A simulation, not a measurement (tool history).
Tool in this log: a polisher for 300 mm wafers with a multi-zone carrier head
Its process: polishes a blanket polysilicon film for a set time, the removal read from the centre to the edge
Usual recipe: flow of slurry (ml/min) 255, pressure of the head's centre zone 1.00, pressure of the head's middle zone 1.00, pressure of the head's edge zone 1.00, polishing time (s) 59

run   hour  flow of slurry (ml/min)  pressure of the head's centre zone  pressure of the head's middle zone  pressure of the head's edge zone  polishing time (s)  wafers since the last listed run  wafers polished on this pad  hours since the slurry nozzle was cleaned  hours since the centre zone pressure was calibrated  hours since the edge zone pressure was calibrated  hours since the carrier head's membrane was replaced  incoming thickness of the incoming film, nm  film removed at the wafer's centre (Å)  film removed at mid-radius (Å)  film removed at the wafer's edge (Å)
  1    0.0                      255                                1.00                                1.00                              1.00                  59                                 0                          155                                      275.6                                                489.2                                               29.9                                                 709.5                                       1278.1                                    5346                            4863                                  5070
  2   28.8                      255                                1.00                                1.00                              1.00                  59                               320                          475                                      304.4                                                518.0                                               58.7                                                 738.3                                       1268.5                                    5311                            4942                                  5009
  3   53.7                      255                                1.00                                1.00                              1.00                  59                               277                          752                                      329.3                                                542.9                                               83.6                                                 763.2                                       1275.6                                    5228                            4807                                  4919
      87.4  -- worn pad replaced by a new one
  4   87.9                      255                                1.00                                1.00                              1.00                  59                               336                            5                                      363.5                                                577.1                                              117.8                                                 797.4                                       1263.5                                    5465                            4966                                  5052
  5  112.6                      255                                1.04                                1.00                              1.00                  59                               275                          280                                      388.2                                                601.8                                              142.5                                                 822.1                                       1277.2                                    5597                            4959                                  5133
  6  139.0                      255                                1.06                                0.93                              1.00                  59                               293                          574                                      414.6                                                628.2                                              168.9                                                 848.5                                       1268.7                                    5667                            4582                                  5009
  7  156.9                      255                                1.06                                0.93                              1.00                  59                               199                          773                                      432.5                                                646.1                                              186.8                                                 866.4                                       1263.0                                    5616                            4468                                  4923
  8  175.7                      255                                1.06                                0.93                              1.00                  59                               209                          982                                      451.3                                                664.9                                              205.6                                                 885.2                                       1278.2                                    5492                            4363                                  4752
     188.3  -- worn pad replaced by a new one
  9  189.0                      320                                1.00                                1.00                              1.00                  59                               103                            7                                      464.6                                                678.2                                              218.9                                                 898.5                                       1265.5                                    5516                            5115                                  5103
     210.0  -- slurry nozzle cleaned
 10  210.5                      335                                1.00                                1.00                              0.93                  59                               228                          236                                        0.5                                                699.7                                              240.4                                                 920.0                                       1266.1                                    5595                            5025                                  4916
 11  222.4                      255                                1.00                                1.00                              1.00                  59                               132                          368                                       12.4                                                711.6                                              252.3                                                 931.9                                       1245.9                                    5365                            5005                                  4969
 12  243.3                      255                                1.00                                1.00                              1.00                  59                               232                          601                                       33.3                                                732.5                                              273.2                                                 952.8                                       1281.0                                    5382                            4779                                  4838
     252.1  -- edge zone pressure recalibrated
     276.9  -- worn pad replaced by a new one
 13  277.4                      255                                1.00                                1.00                              1.00                  59                               312                            5                                       67.4                                                766.6                                               25.3                                                 986.9                                       1263.4                                    5482                            4831                                  5086
 14  295.0                      255                                0.90                                0.91                              1.00                  43                               195                          201                                       85.0                                                784.2                                               42.9                                                1004.5                                       1267.9                                    3623                            3312                                  3653
 15  315.6                      255                                1.00                                1.00                              1.00                  77                               229                          430                                      105.6                                                804.8                                               63.5                                                1025.1                                       1252.3                                    7125                            6242                                  6518
     331.7  -- centre zone pressure recalibrated
 16  342.8                      255                                1.04                                1.00                              1.00                  76                               280                          711                                      132.8                                                 11.1                                               90.7                                                1052.3                                       1265.9                                    6519                            6219                                  6221
     364.9  -- worn pad replaced by a new one
     378.4  -- carrier head's membrane replaced by a new one
 17  378.9                      255                                0.95                                1.11                              0.90                  51                               301                           99                                      168.9                                                 47.2                                              126.8                                                   0.5                                       1271.2                                    4148                            4764                                  4184
 18  457.5                      255                                0.95                                1.11                              0.90                  51                               875                          974                                      247.5                                                125.8                                              205.4                                                  79.1                                       1283.9                                    3937                            4413                                  3855
     465.6  -- worn pad replaced by a new one
 19  486.2                      320                                1.00                                1.00                              0.95                  59                               275                          229                                      276.2                                                154.5                                              234.1                                                 107.8                                       1247.9                                    5280                            5070                                  5023

5 ways to go on from here, each from the tool as it stands after run 19. What would each give?
  A  486.6                      255                                1.00                                1.00                              1.00                  59                                 4                          233                                      276.6                                                154.9                                              234.5                                                 108.2                                       1276.8                                       ?                               ?                                     ?
  B  486.6                      255                                1.00                                1.10                              1.00                  59                                 4                          233                                      276.6                                                154.9                                              234.5                                                 108.2                                       1276.8                                       ?                               ?                                     ?
  C  486.6                      255                                0.90                                1.00                              0.91                  78                                 4                          233                                      276.6                                                154.9                                              234.5                                                 108.2                                       1276.8                                       ?                               ?                                     ?
  D  486.6                      255                                1.00                                1.07                              1.00                  59                                 4                          233                                      276.6                                                154.9                                              234.5                                                 108.2                                       1276.8                                       ?                               ?                                     ?
  E  486.6                      280                                1.00                                1.09                              1.06                  43                                 4                          233                                      276.6                                                154.9                                              234.5                                                 108.2                                       1276.8                                       ?                               ?                                     ?

run  film removed at the wafer's centre (Å)  film removed at mid-radius (Å)  film removed at the wafer's edge (Å)
  A                                    5145                            5046                                  5036
  B                                    5148                            5473                                  5029
  C                                    6119                            6676                                  6368
  D                                    5147                            5345                                  5031
  E                                    3781                            3985                                  3792
Had the tool no hidden state, the same runs would have come out as:
run  film removed at the wafer's centre (Å)  film removed at mid-radius (Å)  film removed at the wafer's edge (Å)
  A                                    4957                            5071                                  5060
  B                                    4960                            5499                                  5053
  C                                    5892                            6709                                  6398
  D                                    4959                            5371                                  5055
  E                                    3643                            4004                                  3810
